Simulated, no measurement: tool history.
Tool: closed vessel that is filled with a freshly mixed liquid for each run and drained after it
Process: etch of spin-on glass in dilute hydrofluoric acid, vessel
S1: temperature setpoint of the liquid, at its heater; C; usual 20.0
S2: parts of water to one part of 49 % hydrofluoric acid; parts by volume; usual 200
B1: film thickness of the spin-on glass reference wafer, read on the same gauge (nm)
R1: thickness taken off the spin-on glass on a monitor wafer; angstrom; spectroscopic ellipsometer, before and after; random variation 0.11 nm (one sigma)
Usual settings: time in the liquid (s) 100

Run 1, hour 0.0: usual settings but S1 22.5 C; B1 100.05. Result: R1 188.8 angstrom.
At hour 15.1: gauge calibrated.
Run 2, hour 80.4: usual settings; B1 100.04. Result: R1 175.0 angstrom.
At hour 87.2: hydrofluoric acid flow meter replaced.
Run 3, hour 151.5: usual settings; B1 99.96. Result: R1 164.5 angstrom.
Run 4, hour 412.4: usual settings; B1 99.97. Result: R1 168.9 angstrom.
Run 5, hour 519.1: usual settings; B1 100.02. Result: R1 173.0 angstrom.
At hour 591.0: hydrofluoric acid flow meter replaced.
Run 6, hour 596.4: usual settings; B1 99.99. Result: R1 163.1 angstrom.
Run 7, hour 674.3: usual settings; B1 100.02. Result: R1 163.8 angstrom.
Run 8, hour 718.8: usual settings; B1 99.98. Result: R1 164.7 angstrom.
Run 9, hour 793.6: usual settings; B1 99.97. Result: R1 166.6 angstrom.
Run 10, hour 897.6: usual settings but time in the liquid (s) 145; B1 99.98. Result: R1 243.6 angstrom.
Run 11, hour 1085.3: usual settings but time in the liquid (s) 145; B1 100.00. Result: R1 249.3 angstrom.
At hour 1109.0: hydrofluoric acid flow meter replaced.
At hour 1133.8: thermometer replaced.
Run 12, hour 1174.0: usual settings but time in the liquid (s) 125; B1 100.00. Result: R1 203.3 angstrom.
Run 13, hour 1216.1: usual settings but S2 260 parts by volume; B1 99.97. Result: R1 118.5 angstrom.
Run 14, hour 1259.6: usual settings but S2 260 parts by volume; B1 99.98. Result: R1 120.8 angstrom.
Run 15, hour 1313.0: usual settings but S1 24.0 C; B1 100.01. Result: R1 191.0 angstrom.
At hour 1366.0: gauge calibrated.
Run 16, hour 1385.8: usual settings but S1 17.0 C, time in the liquid (s) 55; B1 100.00. Result: R1 82.3 angstrom.
Run 17, hour 1458.1: usual settings; B1 99.99. Result: R1 170.0 angstrom.
Run 18, hour 1502.0: usual settings but S1 18.5 C, S2 295 parts by volume, time in the liquid (s) 75; B1 100.01. Result: R1 74.8 angstrom.
Run 19, hour 1557.4: usual settings but S1 17.0 C, S2 140 parts by volume, time in the liquid (s) 80; B1 99.99. Result: R1 183.0 angstrom.
Run 20, hour 1629.2: usual settings but S1 24.5 C, S2 135 parts by volume, time in the liquid (s) 60; B1 100.04. Result: R1 195.8 angstrom.
Run 21, hour 1693.0: usual settings; B1 100.00. Result: R1 174.1 angstrom.
At hour 1701.8: hydrofluoric acid flow meter replaced.
Run 22, hour 1729.8: usual settings but S2 120 parts by volume; B1 100.01. Result: R1 298.1 angstrom.
Run 23, hour 1785.9: usual settings but S2 145 parts by volume; B1 99.97. Result: R1 239.9 angstrom.
Run 24, hour 1861.8: usual settings but S1 17.0 C, S2 140 parts by volume, time in the liquid (s) 135; B1 99.99. Result: R1 304.9 angstrom.
Run 25, hour 1904.6: usual settings but S2 120 parts by volume; B1 100.01. Result: R1 301.8 angstrom.
Run 26, hour 2169.7: usual settings but S2 255 parts by volume, time in the liquid (s) 45; B1 100.00. Result: R1 58.4 angstrom.
Run 27, hour 2265.7: usual settings but S1 18.5 C, S2 245 parts by volume, time in the liquid (s) 145; B1 99.99. Result: R1 187.6 angstrom.
At hour 2294.4: hydrofluoric acid flow meter replaced.
Run 28, hour 2346.2: usual settings; B1 100.03. Result: R1 163.7 angstrom.

Forecast each of these 4 alternatives for the next run:
Run A, hour 2346.9: usual settings but S2 150 parts by volume; B1 ?. Result: R1 ?.
Run B, hour 2346.9: usual settings but S1 17.0 C, S2 245 parts by volume; B1 ?. Result: R1 ?.
Run C, hour 2346.9: usual settings but time in the liquid (s) 80; B1 ?. Result: R1 ?.
Run D, hour 2346.9: usual settings but S1 18.5 C, S2 270 parts by volume, time in the liquid (s) 50; B1 ?. Result: R1 ?.

run     B1     R1
  A  99.99  226.4
  B  99.99  112.6
  C  99.99  129.2
  D  99.99   52.9
Without the tool's hidden state the same runs would have given:
run     R1
  A  224.2
  B  111.5
  C  127.9
  D   52.4

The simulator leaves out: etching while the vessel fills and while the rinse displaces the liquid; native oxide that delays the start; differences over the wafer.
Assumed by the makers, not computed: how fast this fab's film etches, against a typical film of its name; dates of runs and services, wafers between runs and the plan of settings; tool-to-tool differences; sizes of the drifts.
